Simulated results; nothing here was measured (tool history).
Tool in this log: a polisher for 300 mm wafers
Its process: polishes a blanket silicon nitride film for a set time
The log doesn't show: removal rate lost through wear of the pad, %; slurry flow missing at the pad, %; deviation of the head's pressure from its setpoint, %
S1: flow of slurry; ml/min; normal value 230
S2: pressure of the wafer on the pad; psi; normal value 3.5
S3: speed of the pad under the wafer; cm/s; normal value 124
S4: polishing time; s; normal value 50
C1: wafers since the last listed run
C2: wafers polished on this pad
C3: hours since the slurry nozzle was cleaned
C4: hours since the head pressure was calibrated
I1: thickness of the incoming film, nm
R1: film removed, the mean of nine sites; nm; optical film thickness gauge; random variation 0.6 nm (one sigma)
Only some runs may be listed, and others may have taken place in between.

run    hour   S1   S2   S3  S4    C1    C2     C3     C4     I1     R1
  1       0  250  3.5  124  46     0  1454  120.8  334.2  912.2   88.3
  2    47.5  250  3.5  124  46   591  2046  168.3  381.7  887.5   88.3
  3   109.9  230  3.5  124  50   777  2824  230.7  444.1  899.8   92.8
      142.4  -- worn pad replaced by a new one
      150.8  -- slurry nozzle cleaned
  4   177.7  230  3.5  124  50   782   427   26.9  511.9  902.5   97.6
  5   259.9  285    4  124  50  1024  1451  109.1  594.1  896.1  111.2
  6   321.2  285    4  124  50   763  2215  170.4  655.4    913  110.6
  7   394.3  230  3.5  124  50   910  3125  243.5  728.5  905.9   94.5
      400.5  -- slurry nozzle cleaned
      461.3  -- worn pad replaced by a new one
  8   482.2  230  3.5  124  50  1032   260   81.7  816.4  916.1   99.6
  9   564.6  230  3.5  124  50  1026  1286  164.1  898.8  892.3   98.9
      619.9  -- head pressure recalibrated
      652.1  -- slurry nozzle cleaned
      769.7  -- worn pad replaced by a new one
 10   862.5  285  3.8  124  45  3624  1155  210.4  242.6  897.4   92.6
 11   934.2  165  3.5  160  50   893  2049  282.1  314.3  894.9  109.9
        979  -- slurry nozzle cleaned
 12   979.5  155  4.5  110  58   551  2600    0.5  359.6  918.1    117
     1015.7  -- worn pad replaced by a new one
 13    1085  200  3.5  124  50  1264   863    106  465.1    887   94.5
 14  1185.9  205  3.5   96  50  1257  2120  206.9    566  909.5   75.9
     1243.5  -- slurry nozzle cleaned
 15  1262.7  285  3.5  152  44   944  3064   19.2  642.8    889   97.7
     1297.6  -- worn pad replaced by a new one
 16  1308.8  195  2.5  124  45   524   139   65.3  688.9  906.4   66.4
 17  1348.2  230  3.5  124  50   490   630  104.7  728.3  907.6   98.2
 18  1429.6  150  2.5  110  56  1014  1644  186.1  809.7  892.6   70.8

Below, some changes in R1 between adjacent runs. For each, the amount present without the hidden state too (settings, incoming material, random variation) and the amount remaining for the hidden state with gauge scatter not shared by both compared results:
Run 3 -> 4: worn pad replaced by a new one, slurry nozzle cleaned. R1 +4.8 nm: hidden state +6, all else -1.2.
Run 16 -> 17: S1 195 -> 230, S2 2.5 -> 3.5, S4 45 -> 50. R1 +31.8 nm: hidden state +1.2, all else +30.6.
